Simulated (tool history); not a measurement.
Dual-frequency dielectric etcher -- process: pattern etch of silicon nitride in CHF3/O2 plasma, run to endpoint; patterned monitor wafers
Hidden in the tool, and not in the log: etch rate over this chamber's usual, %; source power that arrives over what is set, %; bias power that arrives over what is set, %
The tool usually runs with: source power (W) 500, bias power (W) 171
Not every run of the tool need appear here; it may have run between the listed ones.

run   hour  source power (W)  bias power (W)  wafers since the last listed run  hours since the last wet clean  hours since the last source power generator calibration  hours since the last bias power generator calibration  hours since the last upper electrode change  incoming incoming film thickness, nm  endpoint time (s)
  1      0               590             181                                 0                           330.3                                                   1726.2                                                 4227.6                                       4817.1                                 111.1               72.2
  2    8.7               590             181                               115                             339                                                   1734.9                                                 4236.3                                       4825.8                                 110.9               73.1
  3   15.1               590             181                                85                           345.4                                                   1741.3                                                 4242.7                                       4832.2                                 110.5               71.6
      54.5  -- wet clean of the chamber
      59.2  -- bias power generator calibrated
      60.2  -- source power generator calibrated
      67.7  -- upper electrode replaced
  4   68.2               500             153                               220                            13.7                                                        8                                                      9                                          0.5                                 110.8               79.7
  5   68.6               500             153                                 5                            14.1                                                      8.4                                                    9.4                                          0.9                                 109.4               77.8
  6   68.9               500             153                                 3                            14.4                                                      8.7                                                    9.7                                          1.2                                 111.2               78.8
  7   71.2               500             171                                30                            16.7                                                       11                                                     12                                          3.5                                   111               77.1
  8     87               500             171                               210                            32.5                                                     26.8                                                   27.8                                         19.3                                 110.5                 76
  9  102.6               500             171                               207                            48.1                                                     42.4                                                   43.4                                         34.9                                 110.7               76.1
 10  109.6               550             195                                93                            55.1                                                     49.4                                                   50.4                                         41.9                                 110.3               72.9
 11    119               500             159                               124                            64.5                                                     58.8                                                   59.8                                         51.3                                 110.7                 78
 12  127.6               430             197                               114                            73.1                                                     67.4                                                   68.4                                         59.9                                   111               76.8
 13  137.5               600             204                               131                              83                                                     77.3                                                   78.3                                         69.8                                 111.1               69.6
 14    144               600             147                                86                            89.5                                                     83.8                                                   84.8                                         76.3                                 110.6               75.4

What the log doesn't show, run by run:
etch rate over this chamber's usual, %: 0 at every run
source power that arrives over what is set, %: 0 at every run
bias power that arrives over what is set, %: 0 at every run
